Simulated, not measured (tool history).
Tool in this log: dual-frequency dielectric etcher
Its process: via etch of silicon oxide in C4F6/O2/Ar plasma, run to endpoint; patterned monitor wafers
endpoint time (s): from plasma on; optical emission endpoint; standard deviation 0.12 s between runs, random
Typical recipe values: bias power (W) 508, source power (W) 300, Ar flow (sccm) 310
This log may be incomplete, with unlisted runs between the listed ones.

run   hour  bias power (W)  source power (W)  Ar flow (sccm)  wafers since the last listed run  hours since the last wet clean  hours since the last bias power generator calibration  hours since the last source power generator calibration  hours since the last Ar flow controller change  hours since the last upper electrode change  incoming incoming film thickness, nm  endpoint time (s)
  1      0             410               300             310                                 0                            40.9                                                 3321.3                                                   1138.3                                          3850.1                                       4538.4                                   112               29.5
  2   70.3             410               300             310                               708                           111.2                                                 3391.6                                                   1208.6                                          3920.4                                       4608.7                                   111               29.7
  3   94.8             508               300             310                               247                           135.7                                                 3416.1                                                   1233.1                                          3944.9                                       4633.2                                 111.3               27.7
  4  152.7             508               300             310                               583                           193.6                                                   3474                                                     1291                                          4002.8                                       4691.1                                 110.8               27.5
  5  192.9             508               300             310                               405                           233.8                                                 3514.2                                                   1331.2                                            4043                                       4731.3                                 112.7               28.3
  6  218.1             508               300             310                               254                             259                                                 3539.4                                                   1356.4                                          4068.2                                       4756.5                                 110.7               27.9
  7  261.1             508               300             328                               433                             302                                                 3582.4                                                   1399.4                                          4111.2                                       4799.5                                 111.7               28.8
     299.4  -- wet clean of the chamber
     327.3  -- upper electrode replaced
  8  331.7             508               300             310                               227                            32.3                                                   3653                                                     1470                                          4181.8                                          4.4                                 110.6               26.9
     354.5  -- Ar flow controller replaced
  9  369.5             508               300             310                               320                            70.1                                                 3690.8                                                   1507.8                                              15                                         42.2                                 110.6               27.2
     381.4  -- bias power generator calibrated
     400.3  -- source power generator calibrated
 10  427.5             508               300             310                               504                           128.1                                                   46.1                                                     27.2                                              73                                        100.2                                 112.9               27.7
 11  458.7             440               300             310                               314                           159.3                                                   77.3                                                     58.4                                           104.2                                        131.4                                 112.4               29.1
 12  503.1             508               300             310                               447                           203.7                                                  121.7                                                    102.8                                           148.6                                        175.8                                 111.6               27.6
 13  567.2             508               300             310                               646                           267.8                                                  185.8                                                    166.9                                           212.7                                        239.9                                 111.7               28.2
     627.4  -- wet clean of the chamber
 14  627.9             508               300             310                               369                             0.5                                                  246.5                                                    227.6                                           273.4                                        300.6                                 111.1               26.9
 15  665.7             508               300             254                               381                            38.3                                                  284.3                                                    265.4                                           311.2                                        338.4                                 113.1               26.7
 16  712.4             465               320             341                               470                              85                                                    331                                                    312.1                                           357.9                                        385.1                                 113.6               28.7
 17  776.2             508               230             349                               643                           148.8                                                  394.8                                                    375.9                                           421.7                                        448.9                                 111.1               30.9
 18  844.7             508               360             310                               690                           217.3                                                  463.3                                                    444.4                                           490.2                                        517.4                                 111.5               26.2
 19  887.5             423               300             310                               431                           260.1                                                  506.1                                                    487.2                                             533                                        560.2                                 111.1                 30
 20  932.2             444               320             310                               450                           304.8                                                  550.8                                                    531.9                                           577.7                                        604.9                                 111.5               29.1
 21  956.8             508               350             310                               248                           329.4                                                  575.4                                                    556.5                                           602.3                                        629.5                                 109.9               26.8
 22  993.5             598               220             244                               369                           366.1                                                  612.1                                                    593.2                                             639                                        666.2                                 110.9               28.6

Each row is a separate what-if for the run after 22, all from the same tool condition, not one after another. Results?
  A  993.9             508               300             310                                 4                           366.5                                                  612.5                                                    593.6                                           639.4                                        666.6                                   112                  ?
  B  993.9             508               300             365                                 4                           366.5                                                  612.5                                                    593.6                                           639.4                                        666.6                                   112                  ?
  C  993.9             508               260             344                                 4                           366.5                                                  612.5                                                    593.6                                           639.4                                        666.6                                   112                  ?

run  endpoint time (s)
  A               28.6
  B               29.3
  C               30.5
Take away the tool's hidden state, keep each run's random variation, and the runs would have read:
run  endpoint time (s)
  A               27.1
  B               27.8
  C               28.9
